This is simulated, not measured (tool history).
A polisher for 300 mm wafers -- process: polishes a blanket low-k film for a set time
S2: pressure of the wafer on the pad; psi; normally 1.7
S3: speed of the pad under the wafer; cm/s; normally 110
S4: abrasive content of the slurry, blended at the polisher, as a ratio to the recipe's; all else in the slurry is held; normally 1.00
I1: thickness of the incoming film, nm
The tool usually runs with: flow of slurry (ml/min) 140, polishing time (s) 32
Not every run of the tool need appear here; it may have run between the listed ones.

{"run": 1, "day": 0.0, "flow of slurry (ml/min)": 140, "S2": 1.7, "S3": 80, "S4": 1.0, "polishing time (s)": 32, "I1": 580.1, "film removed (angstrom)": 96}
{"day": 0.358, "done": "conditioning disc replaced and pad reconditioned"}
{"day": 2.554, "done": "worn pad replaced by a new one"}
{"run": 2, "day": 2.575, "flow of slurry (ml/min)": 125, "S2": 1.7, "S3": 110, "S4": 1.0, "polishing time (s)": 32, "I1": 583.6, "film removed (angstrom)": 122}
{"run": 3, "day": 3.508, "flow of slurry (ml/min)": 125, "S2": 1.7, "S3": 110, "S4": 1.0, "polishing time (s)": 32, "I1": 572.6, "film removed (angstrom)": 124}
{"run": 4, "day": 6.033, "flow of slurry (ml/min)": 140, "S2": 1.7, "S3": 110, "S4": 0.8, "polishing time (s)": 32, "I1": 576.1, "film removed (angstrom)": 109}
{"day": 6.575, "done": "slurry blender recalibrated"}
{"run": 5, "day": 9.204, "flow of slurry (ml/min)": 140, "S2": 2.0, "S3": 120, "S4": 1.0, "polishing time (s)": 32, "I1": 590.1, "film removed (angstrom)": 154}
{"run": 6, "day": 11.933, "flow of slurry (ml/min)": 140, "S2": 1.7, "S3": 110, "S4": 1.0, "polishing time (s)": 37, "I1": 575.1, "film removed (angstrom)": 140}
{"day": 12.392, "done": "conditioning disc replaced and pad reconditioned"}
{"run": 7, "day": 13.275, "flow of slurry (ml/min)": 140, "S2": 1.7, "S3": 110, "S4": 1.0, "polishing time (s)": 37, "I1": 578.7, "film removed (angstrom)": 139}
{"day": 13.829, "done": "slurry nozzle cleaned"}
{"day": 13.854, "done": "worn pad replaced by a new one"}
{"day": 14.7, "done": "head pressure recalibrated"}
{"run": 8, "day": 15.362, "flow of slurry (ml/min)": 140, "S2": 1.7, "S3": 110, "S4": 1.0, "polishing time (s)": 37, "I1": 581.5, "film removed (angstrom)": 157}
{"run": 9, "day": 19.067, "flow of slurry (ml/min)": 140, "S2": 1.7, "S3": 110, "S4": 1.0, "polishing time (s)": 32, "I1": 577.0, "film removed (angstrom)": 140}
{"run": 10, "day": 20.962, "flow of slurry (ml/min)": 140, "S2": 1.7, "S3": 110, "S4": 1.0, "polishing time (s)": 32, "I1": 579.3, "film removed (angstrom)": 137}
{"day": 22.6, "done": "conditioning disc replaced and pad reconditioned"}
{"run": 11, "day": 23.25, "flow of slurry (ml/min)": 140, "S2": 1.7, "S3": 110, "S4": 1.2, "polishing time (s)": 37, "I1": 573.0, "film removed (angstrom)": 172}
{"day": 24.267, "done": "slurry blender recalibrated"}
{"run": 12, "day": 24.488, "flow of slurry (ml/min)": 155, "S2": 1.7, "S3": 84, "S4": 1.1, "polishing time (s)": 28, "I1": 578.8, "film removed (angstrom)": 102}
{"day": 26.604, "done": "worn pad replaced by a new one"}
{"run": 13, "day": 27.162, "flow of slurry (ml/min)": 140, "S2": 1.7, "S3": 110, "S4": 1.0, "polishing time (s)": 32, "I1": 576.0, "film removed (angstrom)": 134}
{"run": 14, "day": 30.129, "flow of slurry (ml/min)": 140, "S2": 1.7, "S3": 110, "S4": 1.0, "polishing time (s)": 32, "I1": 573.6, "film removed (angstrom)": 137}
{"run": 15, "day": 33.021, "flow of slurry (ml/min)": 140, "S2": 1.7, "S3": 82, "S4": 1.0, "polishing time (s)": 32, "I1": 574.1, "film removed (angstrom)": 106}
{"run": 16, "day": 34.15, "flow of slurry (ml/min)": 140, "S2": 1.7, "S3": 110, "S4": 1.0, "polishing time (s)": 32, "I1": 580.4, "film removed (angstrom)": 139}
{"day": 35.008, "done": "conditioning disc replaced and pad reconditioned"}
{"run": 17, "day": 35.292, "flow of slurry (ml/min)": 170, "S2": 2.3, "S3": 110, "S4": 0.7, "polishing time (s)": 32, "I1": 572.2, "film removed (angstrom)": 150}
{"day": 37.492, "done": "worn pad replaced by a new one"}
{"run": 18, "day": 37.975, "flow of slurry (ml/min)": 140, "S2": 1.3, "S3": 134, "S4": 1.0, "polishing time (s)": 32, "I1": 576.5, "film removed (angstrom)": 121}
{"run": 19, "day": 39.175, "flow of slurry (ml/min)": 140, "S2": 1.7, "S3": 96, "S4": 1.0, "polishing time (s)": 32, "I1": 583.4, "film removed (angstrom)": 122}
{"day": 41.038, "done": "slurry nozzle cleaned"}
{"run": 20, "day": 41.775, "flow of slurry (ml/min)": 140, "S2": 1.7, "S3": 74, "S4": 1.0, "polishing time (s)": 32, "I1": 589.0, "film removed (angstrom)": 98}
{"run": 21, "day": 43.904, "flow of slurry (ml/min)": 120, "S2": 1.7, "S3": 128, "S4": 1.0, "polishing time (s)": 32, "I1": 577.9, "film removed (angstrom)": 144}
{"run": 22, "day": 45.433, "flow of slurry (ml/min)": 140, "S2": 1.1, "S3": 136, "S4": 1.15, "polishing time (s)": 42, "I1": 573.7, "film removed (angstrom)": 140}
{"day": 45.558, "done": "slurry blender recalibrated"}
{"day": 46.679, "done": "conditioning disc replaced and pad reconditioned"}
{"run": 23, "day": 47.196, "flow of slurry (ml/min)": 140, "S2": 1.7, "S3": 110, "S4": 1.0, "polishing time (s)": 32, "I1": 576.7, "film removed (angstrom)": 127}
{"day": 49.808, "done": "worn pad replaced by a new one"}
{"run": 24, "day": 49.829, "flow of slurry (ml/min)": 190, "S2": 1.7, "S3": 100, "S4": 1.0, "polishing time (s)": 32, "I1": 581.2, "film removed (angstrom)": 127}
{"run": 25, "day": 52.517, "flow of slurry (ml/min)": 140, "S2": 1.7, "S3": 110, "S4": 1.0, "polishing time (s)": 32, "I1": 579.1, "film removed (angstrom)": 131}

Some steps in film removed (angstrom), run to run, broken into two amounts with sign: the step expected even without the hidden condition (settings, incoming material, random variation), and the rest, left for the hidden condition together with whatever gauge scatter is not in both the measured and the hidden-condition-free result:
Hidden state at play: removal rate lost through wear of the pad, %; slurry flow missing at the pad, %; deviation of the head's pressure from its setpoint, %; abrasive missing from the slurry, %; time polished since the conditioner stopped cutting, s.
Run 4 -> 5: S2 1.7 -> 2.0, S3 110 -> 120, S4 0.80 -> 1.00, slurry blender recalibrated. film removed (angstrom) +45: hidden state -8, all else +53.
Run 7 -> 8: slurry nozzle cleaned, worn pad replaced by a new one, head pressure recalibrated. film removed (angstrom) +18: hidden state +21, all else -3.
Run 11 -> 12: flow of slurry (ml/min) 140 -> 155, S3 110 -> 84, S4 1.20 -> 1.10, polishing time (s) 37 -> 28, slurry blender recalibrated. film removed (angstrom) -70: hidden state +0, all else -70.
Run 20 -> 21: flow of slurry (ml/min) 140 -> 120, S3 74 -> 128. film removed (angstrom) +46: hidden state -4, all else +50.

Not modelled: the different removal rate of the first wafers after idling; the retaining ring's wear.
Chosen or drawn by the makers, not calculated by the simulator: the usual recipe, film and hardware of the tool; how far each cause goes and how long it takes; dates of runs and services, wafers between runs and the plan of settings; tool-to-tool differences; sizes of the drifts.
